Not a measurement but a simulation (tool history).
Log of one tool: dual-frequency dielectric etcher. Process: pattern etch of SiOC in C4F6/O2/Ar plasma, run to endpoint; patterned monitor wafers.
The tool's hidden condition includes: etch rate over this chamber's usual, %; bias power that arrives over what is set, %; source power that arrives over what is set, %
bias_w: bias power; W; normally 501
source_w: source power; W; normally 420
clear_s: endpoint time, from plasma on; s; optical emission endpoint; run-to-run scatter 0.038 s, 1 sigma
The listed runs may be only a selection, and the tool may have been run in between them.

| run | hour | bias_w | source_w | wafers since the last listed run | hours since the last wet clean | hours since the last bias power generator calibration | hours since the last source power generator calibration | hours since the last upper electrode change | incoming incoming film thickness, nm | clear_s |
|---|---|---|---|---|---|---|---|---|---|---|
| 1 | 0 | 501 | 420 | 0 | 316.2 | 3102.4 | 4347 | 3904.9 | 25.92 | 7.9 |
| 2 | 10.8 | 549 | 420 | 111 | 327 | 3113.2 | 4357.8 | 3915.7 | 25.76 | 7.7 |
| 3 | 41.9 | 549 | 420 | 321 | 358.1 | 3144.3 | 4388.9 | 3946.8 | 26.14 | 7.7 |
|  | 81.9 | bias power generator calibrated |
|  | 105.7 | wet clean of the chamber |
| 4 | 106.2 | 534 | 420 | 378 | 0.5 | 24.3 | 4453.2 | 4011.1 | 25.94 | 8.1 |
| 5 | 106.5 | 534 | 420 | 3 | 0.8 | 24.6 | 4453.5 | 4011.4 | 25.98 | 8 |
| 6 | 106.8 | 534 | 420 | 3 | 1.1 | 24.9 | 4453.8 | 4011.7 | 25.93 | 8 |
| 7 | 110.6 | 589 | 420 | 39 | 4.9 | 28.7 | 4457.6 | 4015.5 | 25.9 | 7.8 |
| 8 | 120.4 | 501 | 460 | 101 | 14.7 | 38.5 | 4467.4 | 4025.3 | 25.71 | 7.9 |

Predict the results of run 9:
|  | 155.2 | upper electrode replaced |
|  | 158 | source power generator calibrated |
| 9 | 158.5 | 583 | 390 | 116 | 52.8 | 76.6 | 0.5 | 3.3 | 25.77 | ? |

Run 9 came out at clear_s 7.9 s.
Without the tool's hidden state the same run would have given clear_s 8 s.
